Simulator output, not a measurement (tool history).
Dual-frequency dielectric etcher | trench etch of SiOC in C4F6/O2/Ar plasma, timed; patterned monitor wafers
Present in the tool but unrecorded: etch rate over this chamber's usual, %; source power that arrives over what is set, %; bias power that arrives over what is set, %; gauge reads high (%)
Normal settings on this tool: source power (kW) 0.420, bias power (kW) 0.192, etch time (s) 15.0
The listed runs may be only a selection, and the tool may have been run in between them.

run,hour,source power (kW),bias power (kW),etch time (s),wafers since the last listed run,hours since the last wet clean,hours since the last source power generator calibration,hours since the last bias power generator calibration,hours since the last upper electrode change,hours since the gauge calibration,"read-back reference wafer on the same gauge, depth_nm",mean etch depth across the wafer (Å)
1,0.0,0.370,0.192,15.0,0,57.9,4492.3,2365.8,2440.5,382.0,29.97,268.6
2,10.1,0.370,0.192,15.0,231,68.0,4502.4,2375.9,2450.6,392.1,29.98,270.3
3,22.2,0.370,0.192,15.0,277,80.1,4514.5,2388.0,2462.7,404.2,30.02,271.4
4,73.5,0.420,0.192,15.0,1178,131.4,4565.8,2439.3,2514.0,455.5,29.98,284.9
5,82.4,0.420,0.192,15.0,204,140.3,4574.7,2448.2,2522.9,464.4,29.96,285.8
6,99.8,0.490,0.174,15.0,399,157.7,4592.1,2465.6,2540.3,481.8,29.96,294.4
7,115.5,0.490,0.174,15.0,360,173.4,4607.8,2481.3,2556.0,497.5,30.10,297.1
# hour 131.3: source power generator calibrated
8,131.8,0.420,0.192,15.0,282,189.7,0.5,2497.6,2572.3,513.8,29.96,288.7
9,146.9,0.460,0.192,16.0,346,204.8,15.6,2512.7,2587.4,528.9,30.10,318.2
# hour 157.9: gauge calibrated
10,160.1,0.420,0.192,15.0,303,218.0,28.8,2525.9,2600.6,2.2,30.03,293.7
11,177.5,0.420,0.192,12.5,399,235.4,46.2,2543.3,2618.0,19.6,30.09,239.6
12,187.6,0.420,0.192,12.5,231,245.5,56.3,2553.4,2628.1,29.7,30.06,242.1
13,199.2,0.420,0.192,12.5,266,257.1,67.9,2565.0,2639.7,41.3,29.98,240.4
# hour 228.0: upper electrode replaced
14,228.4,0.500,0.192,13.5,119,286.3,97.1,2594.2,0.4,70.5,29.97,280.7
15,234.5,0.330,0.164,11.5,140,292.4,103.2,2600.3,6.5,76.6,29.99,192.7
16,244.0,0.370,0.192,15.0,218,301.9,112.7,2609.8,16.0,86.1,29.94,278.3
17,255.5,0.420,0.151,15.0,264,313.4,124.2,2621.3,27.5,97.6,29.93,268.6
18,268.2,0.380,0.192,15.0,291,326.1,136.9,2634.0,40.2,110.3,30.01,285.8
19,277.0,0.420,0.165,15.0,202,334.9,145.7,2642.8,49.0,119.1,30.09,278.8
20,287.6,0.420,0.192,15.0,243,345.5,156.3,2653.4,59.6,129.7,30.00,294.9
# hour 301.2: bias power generator calibrated
# hour 318.0: wet clean of the chamber
21,318.5,0.420,0.192,15.0,231,0.5,187.2,17.3,90.5,160.6,30.01,277.5
22,334.8,0.470,0.192,15.0,374,16.8,203.5,33.6,106.8,176.9,30.08,293.0
23,342.5,0.420,0.192,15.0,176,24.5,211.2,41.3,114.5,184.6,29.91,278.1
24,352.6,0.500,0.218,17.0,231,34.6,221.3,51.4,124.6,194.7,30.05,354.4
25,362.4,0.420,0.192,15.0,225,44.4,231.1,61.2,134.4,204.5,30.06,284.2
26,378.8,0.320,0.169,19.5,376,60.8,247.5,77.6,150.8,220.9,30.06,317.8
27,427.9,0.420,0.192,13.0,1127,109.9,296.6,126.7,199.9,270.0,29.99,243.4

Below are 4 alternative next runs, each starting from the tool's condition after run 27. Predict each:
A,428.3,0.420,0.192,15.0,9,110.3,297.0,127.1,200.3,270.4,?,?
B,428.3,0.320,0.148,12.5,9,110.3,297.0,127.1,200.3,270.4,?,?
C,428.3,0.420,0.192,17.5,9,110.3,297.0,127.1,200.3,270.4,?,?
D,428.3,0.420,0.172,15.0,9,110.3,297.0,127.1,200.3,270.4,?,?

run,"read-back reference wafer on the same gauge, depth_nm",mean etch depth across the wafer (Å)
A,29.89,283.3
B,29.89,195.0
C,29.89,330.5
D,29.89,272.4
The same runs, with their run-to-run variation unchanged, on a tool lacking any hidden condition would have given:
run,mean etch depth across the wafer (Å)
A,279.5
B,192.4
C,326.0
D,268.7
